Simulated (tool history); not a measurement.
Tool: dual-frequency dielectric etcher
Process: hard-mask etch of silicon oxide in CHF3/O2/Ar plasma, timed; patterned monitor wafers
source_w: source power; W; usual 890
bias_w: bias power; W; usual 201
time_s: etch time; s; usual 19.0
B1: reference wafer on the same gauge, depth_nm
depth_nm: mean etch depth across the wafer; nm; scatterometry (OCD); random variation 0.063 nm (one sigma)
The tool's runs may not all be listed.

{"run": 1, "hour": 0.0, "source_w": 890, "bias_w": 227, "time_s": 19.0, "B1": 37.1, "depth_nm": 44.08}
{"run": 2, "hour": 13.9, "source_w": 890, "bias_w": 201, "time_s": 15.5, "B1": 37.1, "depth_nm": 34.38}
{"run": 3, "hour": 26.7, "source_w": 890, "bias_w": 201, "time_s": 19.0, "B1": 37.11, "depth_nm": 42.13}
{"run": 4, "hour": 37.6, "source_w": 890, "bias_w": 201, "time_s": 19.0, "B1": 37.1, "depth_nm": 42.04}
{"run": 5, "hour": 47.6, "source_w": 830, "bias_w": 162, "time_s": 19.0, "B1": 37.1, "depth_nm": 37.15}
{"run": 6, "hour": 58.8, "source_w": 890, "bias_w": 201, "time_s": 19.0, "B1": 37.1, "depth_nm": 42.17}
{"hour": 66.1, "done": "bias power generator calibrated"}
{"run": 7, "hour": 67.9, "source_w": 890, "bias_w": 201, "time_s": 19.0, "B1": 37.08, "depth_nm": 42.21}
{"run": 8, "hour": 78.6, "source_w": 890, "bias_w": 201, "time_s": 19.0, "B1": 37.09, "depth_nm": 42.14}
{"hour": 84.6, "done": "source power generator calibrated"}
{"run": 9, "hour": 85.6, "source_w": 890, "bias_w": 201, "time_s": 19.0, "B1": 37.08, "depth_nm": 42.2}
{"hour": 100.5, "done": "gauge calibrated"}
{"hour": 114.8, "done": "wet clean of the chamber"}
{"run": 10, "hour": 121.8, "source_w": 760, "bias_w": 163, "time_s": 24.5, "B1": 37.1, "depth_nm": 44.77}
{"hour": 149.7, "done": "upper electrode replaced"}
{"run": 11, "hour": 150.2, "source_w": 890, "bias_w": 222, "time_s": 19.0, "B1": 37.09, "depth_nm": 43.39}
{"run": 12, "hour": 155.1, "source_w": 890, "bias_w": 201, "time_s": 24.5, "B1": 37.12, "depth_nm": 53.84}

Forecast run 13:
{"run": 13, "hour": 162.7, "source_w": 890, "bias_w": 201, "time_s": 19.0, "B1": "?", "depth_nm": "?"}

{"run 13": {"B1": 37.11, "depth_nm": 41.75}}
Without the tool's hidden state the same run would have given depth_nm 41.66 nm.
